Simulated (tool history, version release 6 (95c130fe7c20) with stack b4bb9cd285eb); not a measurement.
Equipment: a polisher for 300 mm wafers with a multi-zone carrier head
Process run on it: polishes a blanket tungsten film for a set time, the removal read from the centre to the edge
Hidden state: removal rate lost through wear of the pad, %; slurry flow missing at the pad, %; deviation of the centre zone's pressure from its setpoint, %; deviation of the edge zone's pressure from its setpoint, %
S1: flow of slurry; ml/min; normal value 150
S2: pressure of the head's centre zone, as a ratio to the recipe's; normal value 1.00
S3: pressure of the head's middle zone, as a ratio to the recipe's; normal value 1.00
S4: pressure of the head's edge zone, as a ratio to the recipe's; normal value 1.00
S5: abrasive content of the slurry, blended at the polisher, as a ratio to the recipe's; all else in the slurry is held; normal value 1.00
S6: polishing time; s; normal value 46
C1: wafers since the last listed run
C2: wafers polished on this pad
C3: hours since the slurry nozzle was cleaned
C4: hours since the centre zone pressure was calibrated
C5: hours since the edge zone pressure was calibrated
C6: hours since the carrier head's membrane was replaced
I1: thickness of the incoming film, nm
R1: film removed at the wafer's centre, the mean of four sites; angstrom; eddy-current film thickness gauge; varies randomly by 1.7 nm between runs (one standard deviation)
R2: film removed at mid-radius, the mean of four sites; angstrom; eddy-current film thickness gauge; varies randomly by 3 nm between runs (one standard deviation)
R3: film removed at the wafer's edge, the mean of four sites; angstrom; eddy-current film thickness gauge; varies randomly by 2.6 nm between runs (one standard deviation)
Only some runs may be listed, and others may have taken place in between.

run 1 hour=0.0 | S1=150 S2=1.00 S3=1.00 S4=1.00 S5=1.10 S6=35 | C1=0 C2=260 C3=41.8 C4=24.8 C5=11.6 C6=19.5 | I1=644.1 | R1=1591 R2=1635 R3=1621
run 2 hour=7.4 | S1=150 S2=1.06 S3=1.00 S4=1.11 S5=1.00 S6=46 | C1=87 C2=348 C3=49.2 C4=32.2 C5=19.0 C6=26.9 | I1=633.9 | R1=2196 R2=2072 R3=2168
run 3 hour=13.6 | S1=150 S2=1.00 S3=1.00 S4=1.00 S5=1.00 S6=46 | C1=73 C2=421 C3=55.4 C4=38.4 C5=25.2 C6=33.1 | I1=647.0 | R1=2089 R2=2070 R3=2095
run 4 hour=29.7 | S1=150 S2=1.00 S3=0.92 S4=0.93 S5=1.00 S6=46 | C1=190 C2=612 C3=71.5 C4=54.5 C5=41.3 C6=49.2 | I1=644.5 | R1=2058 R2=1945 R3=1968
run 5 hour=38.2 | S1=150 S2=1.00 S3=1.00 S4=1.00 S5=1.00 S6=46 | C1=100 C2=712 C3=80.0 C4=63.0 C5=49.8 C6=57.7 | I1=637.3 | R1=2065 R2=2100 R3=2057
run 6 hour=54.9 | S1=150 S2=1.00 S3=0.93 S4=1.00 S5=1.00 S6=46 | C1=197 C2=910 C3=96.7 C4=79.7 C5=66.5 C6=74.4 | I1=637.7 | R1=2039 R2=1981 R3=2073
run 7 hour=62.2 | S1=150 S2=1.00 S3=1.00 S4=1.00 S5=1.00 S6=53 | C1=86 C2=996 C3=104.0 C4=87.0 C5=73.8 C6=81.7 | I1=635.2 | R1=2375 R2=2387 R3=2382
run 8 hour=75.2 | S1=110 S2=1.00 S3=1.00 S4=1.00 S5=0.85 S6=46 | C1=153 C2=1150 C3=117.0 C4=100.0 C5=86.8 C6=94.7 | I1=641.1 | R1=1805 R2=1910 R3=1862
-- hour=81.9 worn pad replaced by a new one
run 9 hour=82.3 | S1=150 S2=1.00 S3=1.04 S4=1.00 S5=1.00 S6=46 | C1=36 C2=4 C3=124.1 C4=107.1 C5=93.9 C6=101.8 | I1=636.6 | R1=2041 R2=2156 R3=2047
run 10 hour=89.4 | S1=120 S2=1.00 S3=1.00 S4=1.00 S5=1.00 S6=46 | C1=83 C2=88 C3=131.2 C4=114.2 C5=101.0 C6=108.9 | I1=634.7 | R1=1906 R2=1995 R3=1965
run 11 hour=100.3 | S1=105 S2=1.00 S3=1.04 S4=1.00 S5=1.00 S6=46 | C1=128 C2=217 C3=142.1 C4=125.1 C5=111.9 C6=119.8 | I1=632.7 | R1=1814 R2=1916 R3=1882
run 12 hour=111.7 | S1=150 S2=1.00 S3=1.00 S4=1.00 S5=1.00 S6=46 | C1=134 C2=352 C3=153.5 C4=136.5 C5=123.3 C6=131.2 | I1=643.8 | R1=2055 R2=2071 R3=1991
run 13 hour=123.8 | S1=150 S2=1.00 S3=1.00 S4=1.00 S5=1.00 S6=46 | C1=143 C2=495 C3=165.6 C4=148.6 C5=135.4 C6=143.3 | I1=637.9 | R1=2045 R2=2032 R3=2007
run 14 hour=132.7 | S1=150 S2=1.00 S3=1.00 S4=0.91 S5=1.00 S6=46 | C1=105 C2=600 C3=174.5 C4=157.5 C5=144.3 C6=152.2 | I1=640.5 | R1=2016 R2=2053 R3=1942
run 15 hour=150.1 | S1=150 S2=1.00 S3=1.00 S4=1.00 S5=1.00 S6=58 | C1=205 C2=806 C3=191.9 C4=174.9 C5=161.7 C6=169.6 | I1=639.4 | R1=2543 R2=2562 R3=2518
run 16 hour=158.1 | S1=150 S2=1.00 S3=1.00 S4=1.05 S5=1.00 S6=46 | C1=94 C2=900 C3=199.9 C4=182.9 C5=169.7 C6=177.6 | I1=627.8 | R1=1982 R2=2058 R3=2049
run 17 hour=165.3 | S1=125 S2=1.00 S3=1.10 S4=1.00 S5=1.25 S6=46 | C1=85 C2=986 C3=207.1 C4=190.1 C5=176.9 C6=184.8 | I1=647.5 | R1=1979 R2=2179 R3=2005
run 18 hour=176.1 | S1=150 S2=1.00 S3=1.00 S4=1.00 S5=1.00 S6=46 | C1=127 C2=1113 C3=217.9 C4=200.9 C5=187.7 C6=195.6 | I1=636.3 | R1=1980 R2=2026 R3=2026
run 19 hour=192.2 | S1=150 S2=1.00 S3=1.00 S4=1.00 S5=1.00 S6=46 | C1=190 C2=1304 C3=234.0 C4=217.0 C5=203.8 C6=211.7 | I1=631.6 | R1=2006 R2=2065 R3=1996
-- hour=202.5 worn pad replaced by a new one
run 20 hour=203.3 | S1=150 S2=1.00 S3=1.00 S4=0.91 S5=1.00 S6=46 | C1=83 C2=9 C3=245.1 C4=228.1 C5=214.9 C6=222.8 | I1=646.8 | R1=1984 R2=2074 R3=1911
run 21 hour=211.9 | S1=130 S2=1.00 S3=1.00 S4=1.00 S5=1.00 S6=46 | C1=101 C2=111 C3=253.7 C4=236.7 C5=223.5 C6=231.4 | I1=637.0 | R1=1926 R2=2011 R3=1954

For each run, what was the tool's unlogged condition?
removal rate lost through wear of the pad, %: 0 on each run
deviation of the centre zone's pressure from its setpoint, %: 0 on each run
deviation of the edge zone's pressure from its setpoint, %: 0 on each run
H1: slurry flow missing at the pad, %
run=1 H1=5.17
run=2 H1=5.79
run=3 H1=6.29
run=4 H1=7.54
run=5 H1=8.17
run=6 H1=9.36
run=7 H1=9.86
run=8 H1=10.7
run=9 H1=11.2
run=10 H1=11.6
run=11 H1=12.3
run=12 H1=12.9
run=13 H1=13.6
run=14 H1=14.1
run=15 H1=15
run=16 H1=15.4
run=17 H1=15.8
run=18 H1=16.3
run=19 H1=17
run=20 H1=17.5
run=21 H1=17.8
